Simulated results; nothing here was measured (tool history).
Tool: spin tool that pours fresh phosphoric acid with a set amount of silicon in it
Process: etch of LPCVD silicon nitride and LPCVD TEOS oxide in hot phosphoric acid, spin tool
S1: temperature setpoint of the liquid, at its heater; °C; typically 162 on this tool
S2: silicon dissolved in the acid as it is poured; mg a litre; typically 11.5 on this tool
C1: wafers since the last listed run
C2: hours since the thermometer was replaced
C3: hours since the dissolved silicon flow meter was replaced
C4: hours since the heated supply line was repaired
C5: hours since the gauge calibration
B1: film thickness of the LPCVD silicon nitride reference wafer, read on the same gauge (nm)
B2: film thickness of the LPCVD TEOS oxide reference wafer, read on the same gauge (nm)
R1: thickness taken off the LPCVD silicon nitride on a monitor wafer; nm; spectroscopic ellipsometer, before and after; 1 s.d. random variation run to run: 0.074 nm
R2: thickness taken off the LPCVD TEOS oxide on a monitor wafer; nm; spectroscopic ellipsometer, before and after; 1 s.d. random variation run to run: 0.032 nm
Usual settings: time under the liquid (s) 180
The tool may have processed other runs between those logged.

{"run": 1, "hour": 0.0, "S1": 162, "S2": 11.5, "time under the liquid (s)": 180, "C1": 0, "C2": 1610.3, "C3": 350.6, "C4": 66.7, "C5": 2749.9, "B1": 150, "B2": 70.024, "R1": 14.46, "R2": 0.469}
{"run": 2, "hour": 46.2, "S1": 164.5, "S2": 8, "time under the liquid (s)": 70, "C1": 384, "C2": 1656.5, "C3": 396.8, "C4": 112.9, "C5": 2796.1, "B1": 150.04, "B2": 69.97, "R1": 6.11, "R2": 0.251}
{"run": 3, "hour": 124.9, "S1": 163.5, "S2": 3.5, "time under the liquid (s)": 115, "C1": 654, "C2": 1735.2, "C3": 475.5, "C4": 191.6, "C5": 2874.8, "B1": 149.99, "B2": 69.982, "R1": 9.6, "R2": 0.378}
{"run": 4, "hour": 208.1, "S1": 164, "S2": 6.5, "time under the liquid (s)": 240, "C1": 692, "C2": 1818.4, "C3": 558.7, "C4": 274.8, "C5": 2958, "B1": 149.99, "B2": 70.002, "R1": 20.21, "R2": 0.789}
{"run": 5, "hour": 302.9, "S1": 162, "S2": 11.5, "time under the liquid (s)": 180, "C1": 788, "C2": 1913.2, "C3": 653.5, "C4": 369.6, "C5": 3052.8, "B1": 149.99, "B2": 70.002, "R1": 14.21, "R2": 0.491}
{"run": 6, "hour": 344.2, "S1": 159.5, "S2": 11.5, "time under the liquid (s)": 180, "C1": 343, "C2": 1954.5, "C3": 694.8, "C4": 410.9, "C5": 3094.1, "B1": 150, "B2": 69.993, "R1": 12.87, "R2": 0.379}
{"run": 7, "hour": 431.5, "S1": 162, "S2": 11.5, "time under the liquid (s)": 180, "C1": 726, "C2": 2041.8, "C3": 782.1, "C4": 498.2, "C5": 3181.4, "B1": 149.97, "B2": 70.017, "R1": 14.14, "R2": 0.49}
{"run": 8, "hour": 473.4, "S1": 161, "S2": 18.5, "time under the liquid (s)": 255, "C1": 348, "C2": 2083.7, "C3": 824, "C4": 540.1, "C5": 3223.3, "B1": 150.02, "B2": 69.998, "R1": 19.14, "R2": 0.527}
{"hour": 539.7, "done": "heated supply line repaired, repeated, since the last time left the tool worse"}
{"run": 9, "hour": 543.9, "S1": 162, "S2": 17.5, "time under the liquid (s)": 180, "C1": 578, "C2": 2154.2, "C3": 894.5, "C4": 4.2, "C5": 3293.8, "B1": 149.99, "B2": 69.969, "R1": 15.69, "R2": 0.486}
{"hour": 566.5, "done": "dissolved silicon flow meter replaced"}
{"hour": 610.2, "done": "thermometer replaced"}
{"run": 10, "hour": 620.5, "S1": 162, "S2": 11.5, "time under the liquid (s)": 180, "C1": 620, "C2": 10.3, "C3": 54, "C4": 80.8, "C5": 3370.4, "B1": 149.97, "B2": 70.016, "R1": 15.61, "R2": 0.617}
{"run": 11, "hour": 668.2, "S1": 162, "S2": 11.5, "time under the liquid (s)": 180, "C1": 396, "C2": 58, "C3": 101.7, "C4": 128.5, "C5": 3418.1, "B1": 150.03, "B2": 69.997, "R1": 15.62, "R2": 0.533}
{"run": 12, "hour": 725.9, "S1": 162, "S2": 11.5, "time under the liquid (s)": 180, "C1": 480, "C2": 115.7, "C3": 159.4, "C4": 186.2, "C5": 3475.8, "B1": 149.99, "B2": 70.006, "R1": 15.58, "R2": 0.519}
{"hour": 754.2, "done": "gauge calibrated"}
{"run": 13, "hour": 820.6, "S1": 163, "S2": 7.5, "time under the liquid (s)": 285, "C1": 788, "C2": 210.4, "C3": 254.1, "C4": 280.9, "C5": 66.4, "B1": 150.01, "B2": 70.007, "R1": 25.43, "R2": 1.084}
{"run": 14, "hour": 928.0, "S1": 162, "S2": 11.5, "time under the liquid (s)": 140, "C1": 893, "C2": 317.8, "C3": 361.5, "C4": 388.3, "C5": 173.8, "B1": 149.98, "B2": 69.976, "R1": 11.96, "R2": 0.471}
{"run": 15, "hour": 965.2, "S1": 164, "S2": 4, "time under the liquid (s)": 260, "C1": 309, "C2": 355, "C3": 398.7, "C4": 425.5, "C5": 211, "B1": 150, "B2": 69.981, "R1": 23.7, "R2": 1.13}
{"run": 16, "hour": 1030.8, "S1": 162, "S2": 11.5, "time under the liquid (s)": 135, "C1": 545, "C2": 420.6, "C3": 464.3, "C4": 491.1, "C5": 276.6, "B1": 149.98, "B2": 70.025, "R1": 11.49, "R2": 0.404}

Run 17, settings as shown, results not yet in. Your forecast:
{"run": 17, "hour": 1122.5, "S1": 159.5, "S2": 6, "time under the liquid (s)": 255, "C1": 763, "C2": 512.3, "C3": 556, "C4": 582.8, "C5": 368.3, "B1": "?", "B2": "?", "R1": "?", "R2": "?"}

B1: 150.01
B2: 70.005
R1: 19.78 nm
R2: 0.676 nm
With the hidden condition absent and the run-to-run variation left alone, this run would have shown R1 20.88 nm, R2 0.761 nm.

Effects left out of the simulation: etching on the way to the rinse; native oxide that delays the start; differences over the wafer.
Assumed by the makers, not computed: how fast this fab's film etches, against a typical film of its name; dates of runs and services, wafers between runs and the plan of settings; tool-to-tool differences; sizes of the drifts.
